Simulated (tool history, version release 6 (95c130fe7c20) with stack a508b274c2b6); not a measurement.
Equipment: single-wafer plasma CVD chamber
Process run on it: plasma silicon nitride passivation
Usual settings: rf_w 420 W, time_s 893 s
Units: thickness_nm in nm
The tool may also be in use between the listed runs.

run	day	rf_w	time_s	wafers since the last listed run	hours since the last RF generator calibration	hours since the showerhead was replaced	hours since the gauge calibration	read-back reference wafer on the same gauge, thickness_nm	thickness_nm
1	0	470	970	0	2518.1	7437	54.1	1407.327	1426.13
2	0.679	435	893	48	2534.4	7453.3	70.4	1408.84	1288.552
3	1.267	435	893	42	2548.5	7467.4	84.5	1409.992	1290.218
4	1.7	420	893	31	2558.9	7477.8	94.9	1410.406	1279.372
5	2.15	420	893	32	2569.7	7488.6	105.7	1411.095	1276.757
6	2.721	420	893	40	2583.4	7502.3	119.4	1412.217	1283.878
7	3.271	420	893	39	2596.6	7515.5	132.6	1412.487	1283.505
8	3.733	420	893	33	2607.7	7526.6	143.7	1413.81	1277.601
9	4.046	475	827	22	2615.2	7534.1	151.2	1414.018	1229.284
10	4.496	375	893	32	2626	7544.9	162	1414.339	1246.231
11	5.108	375	893	43	2640.7	7559.6	176.7	1414.829	1244.389
12	5.362	375	893	18	2646.8	7565.7	182.8	1414.725	1244.191
13	6.042	420	893	48	2663.1	7582	199.1	1415.055	1285.312
14	6.417	470	800	26	2672.1	7591	208.1	1415.284	1182.947
15	6.675	420	893	18	2678.3	7597.2	214.3	1415.57	1284.387
16	7.4	420	893	51	2695.7	7614.6	231.7	1415.757	1285.201
17	7.962	495	1041	40	2709.2	7628.1	245.2	1415.954	1565.609
18	8.379	465	893	29	2719.2	7638.1	255.2	1416.619	1319.272

The next listed run, before its measurement:
19	8.854	420	893	33	2730.6	7649.5	266.6	?	?

Run 19 measured read-back reference wafer on the same gauge, thickness_nm 1416.682, thickness_nm 1285.738 nm.
On a tool with no hidden condition, and with the same random variation, this run would have come out at thickness_nm 1270.797 nm.
